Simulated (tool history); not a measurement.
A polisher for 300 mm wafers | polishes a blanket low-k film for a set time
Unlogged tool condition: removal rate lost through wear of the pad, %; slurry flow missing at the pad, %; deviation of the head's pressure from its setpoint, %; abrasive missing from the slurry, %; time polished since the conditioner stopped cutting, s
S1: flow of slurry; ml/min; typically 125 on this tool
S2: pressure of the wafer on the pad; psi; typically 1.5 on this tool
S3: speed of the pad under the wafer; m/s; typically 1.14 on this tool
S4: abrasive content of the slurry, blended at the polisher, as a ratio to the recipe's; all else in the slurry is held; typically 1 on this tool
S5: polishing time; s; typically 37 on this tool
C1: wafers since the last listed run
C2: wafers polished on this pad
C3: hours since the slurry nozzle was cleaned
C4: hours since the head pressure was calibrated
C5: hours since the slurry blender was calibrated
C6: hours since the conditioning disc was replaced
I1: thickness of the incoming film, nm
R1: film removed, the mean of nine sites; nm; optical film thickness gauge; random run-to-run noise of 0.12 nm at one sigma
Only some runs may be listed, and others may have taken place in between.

run	hour	S1	S2	S3	S4	S5	C1	C2	C3	C4	C5	C6	I1	R1
1	0	125	1.5	1.14	1	37	0	786	157	788.3	0.5	57.9	449.5	10.8
2	8.4	145	1.5	1.14	1	37	98	884	165.4	796.7	8.9	66.3	441.7	11.1
3	22.3	145	1.5	1.14	1	37	162	1047	179.3	810.6	22.8	80.2	451.3	10.7
# hour 31.7: worn pad replaced by a new one
4	32.2	145	1.5	1.14	1	37	69	5	189.2	820.5	32.7	90.1	458	9.7
5	46.6	125	1.5	1.14	1	37	168	174	203.6	834.9	47.1	104.5	454.1	9.7
6	63.9	125	1.5	1.14	1	37	202	377	220.9	852.2	64.4	121.8	457.3	9.7
7	70.6	125	1.5	1.14	1	37	78	455	227.6	858.9	71.1	128.5	453.4	9.6
8	82.6	125	1.5	1.14	1	37	140	596	239.6	870.9	83.1	140.5	449.6	9.3
# hour 90.3: worn pad replaced by a new one, repeated, since the last time left the tool worse
9	90.7	125	1.5	1.42	1	37	48	5	247.7	879	91.2	148.6	440.4	12.6
10	108.4	145	1.5	0.98	1	37	207	212	265.4	896.7	108.9	166.3	450.6	10.9
# hour 115.6: head pressure recalibrated
11	118.7	85	1.8	1.14	1.3	28	97	309	275.7	3.1	119.2	176.6	452.3	10.5
# hour 129.4: slurry nozzle cleaned
12	131.8	125	1.5	1.14	1	28	141	451	2.4	16.2	132.3	189.7	448.9	8.6
13	140.3	125	2	1.14	1	37	99	551	10.9	24.7	140.8	198.2	449.9	14.3
14	158.3	160	1.5	1.14	1	37	210	762	28.9	42.7	158.8	216.2	452.9	11.4
15	164.3	150	1.5	1.14	1	37	70	832	34.9	48.7	164.8	222.2	450	11.1
16	172.2	125	1.5	1.14	0.8	37	92	925	42.8	56.6	172.7	230.1	441.8	8.9
# hour 177.9: conditioning disc replaced and pad reconditioned
17	188.9	125	1.3	1.14	1	48	172	1097	59.5	73.3	189.4	11	449.5	11.9
18	202.1	125	1.5	1.14	1	37	154	1252	72.7	86.5	202.6	24.2	448.4	10
# hour 209.7: worn pad replaced by a new one
19	217.8	125	1.5	0.86	1	37	137	94	88.4	102.2	218.3	39.9	449.9	9.8
20	228	125	1.7	1.14	1	28	119	213	98.6	112.4	228.5	50.1	446.9	9.2
21	234	125	1.5	1.14	1	37	70	284	104.6	118.4	234.5	56.1	456.1	11.3
22	240.6	125	1.5	1.14	1	37	77	361	111.2	125	241.1	62.7	458.2	11.4
23	251.7	125	1	1.14	1	32	130	491	122.3	136.1	252.2	73.8	442.7	6.9
24	260.7	125	1	1.14	1	43	105	597	131.3	145.1	261.2	82.8	454.9	9
# hour 268.4: slurry blender recalibrated
25	274.3	125	1	1.14	1	37	135	733	144.9	158.7	5.9	96.4	446.5	7.8

Here are 5 independent what-if runs from the current tool condition. What would each one return?
A	274.7	125	1.5	1.14	1	37	4	737	145.3	159.1	6.3	96.8	450	?
B	274.7	160	1.9	0.74	1	29	4	737	145.3	159.1	6.3	96.8	450	?
C	274.7	90	1.5	1.14	1	50	4	737	145.3	159.1	6.3	96.8	450	?
D	274.7	80	2	1.14	1.15	37	4	737	145.3	159.1	6.3	96.8	450	?
E	274.7	125	1.5	0.86	1.25	37	4	737	145.3	159.1	6.3	96.8	450	?

run	R1
A	10.8
B	9
C	13.6
D	13.7
E	10.9
Without the tool's hidden state the same runs would have given:
run	R1
A	11.3
B	9.4
C	14.3
D	14.4
E	11.4

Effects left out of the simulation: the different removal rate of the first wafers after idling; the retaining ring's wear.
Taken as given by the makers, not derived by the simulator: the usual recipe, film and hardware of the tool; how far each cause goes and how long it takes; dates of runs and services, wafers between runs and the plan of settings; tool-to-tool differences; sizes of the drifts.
